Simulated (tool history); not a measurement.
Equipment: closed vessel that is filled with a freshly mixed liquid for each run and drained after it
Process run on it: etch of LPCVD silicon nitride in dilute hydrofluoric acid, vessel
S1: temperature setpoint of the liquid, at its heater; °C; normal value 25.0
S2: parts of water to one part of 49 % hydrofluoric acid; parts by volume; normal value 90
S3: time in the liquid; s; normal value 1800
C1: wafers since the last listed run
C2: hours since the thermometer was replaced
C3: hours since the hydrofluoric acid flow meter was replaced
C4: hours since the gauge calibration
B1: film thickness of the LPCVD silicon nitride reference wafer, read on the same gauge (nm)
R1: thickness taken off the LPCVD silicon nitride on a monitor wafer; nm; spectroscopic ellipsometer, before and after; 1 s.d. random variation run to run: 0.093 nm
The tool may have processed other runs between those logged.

run	hour	S1	S2	S3	C1	C2	C3	C4	B1	R1
1	0.0	25.0	70	1800	0	900.7	690.4	803.6	79.99	14.46
# hour 66.1: hydrofluoric acid flow meter replaced
2	103.2	25.0	90	1800	3772	1003.9	37.1	906.8	80.01	11.18
3	171.4	25.0	90	1800	2517	1072.1	105.3	975.0	80.02	11.13
4	473.2	25.0	90	1800	11140	1373.9	407.1	1276.8	80.03	11.29
5	573.6	22.5	90	1800	3706	1474.3	507.5	1377.2	80.04	9.61
6	681.6	22.5	90	1800	3986	1582.3	615.5	1485.2	80.00	9.48
7	760.1	22.5	90	1800	2897	1660.8	694.0	1563.7	79.98	9.35
# hour 780.4: hydrofluoric acid flow meter replaced
8	858.3	25.0	90	1800	3588	1759.0	77.9	1661.9	80.03	11.07
9	928.0	26.0	90	1800	2572	1828.7	147.6	1731.6	79.99	11.93
10	999.3	26.0	90	1800	2632	1900.0	218.9	1802.9	80.00	11.97
11	1051.0	25.0	90	1220	1908	1951.7	270.6	1854.6	80.00	7.67
# hour 1121.4: gauge calibrated
12	1153.8	25.0	90	1220	3794	2054.5	373.4	32.4	79.98	7.54
13	1256.1	25.0	90	1220	3776	2156.8	475.7	134.7	80.01	7.58
# hour 1281.2: thermometer replaced
14	1297.4	25.0	90	1800	1487	16.2	517.0	176.0	80.02	11.25
15	1385.4	22.0	90	1800	3248	104.2	605.0	264.0	80.04	9.04
16	1437.9	22.5	90	1800	1938	156.7	657.5	316.5	80.00	9.37
# hour 1509.9: hydrofluoric acid flow meter replaced
17	1530.0	25.0	110	1800	3362	248.8	20.1	408.6	79.97	9.13
18	1624.1	25.0	90	1800	3473	342.9	114.2	502.7	80.00	11.38
19	1729.4	25.0	65	1155	3887	448.2	219.5	608.0	80.03	10.00
20	1798.7	27.0	90	2400	2558	517.5	288.8	677.3	79.99	17.19
21	1869.2	25.0	60	1800	2602	588.0	359.3	747.8	80.00	16.79
22	1908.9	22.5	90	1800	1465	627.7	399.0	787.5	80.01	9.56
23	2002.8	25.0	125	2490	3466	721.6	492.9	881.4	80.01	11.17
24	2053.5	20.0	55	935	1871	772.3	543.6	932.1	79.98	6.76
25	2130.3	28.5	125	775	2835	849.1	620.4	1008.9	79.98	4.36
26	2199.7	25.0	90	1800	2561	918.5	689.8	1078.3	80.00	11.18

What does the tool deliver on the next run?
27	2277.6	25.0	90	1800	2875	996.4	767.7	1156.2	?	?

{"run 27": {"B1": 80.01, "R1": 11.33}}
Had the tool carried no hidden state, the very same run would have given R1 11.33 nm.
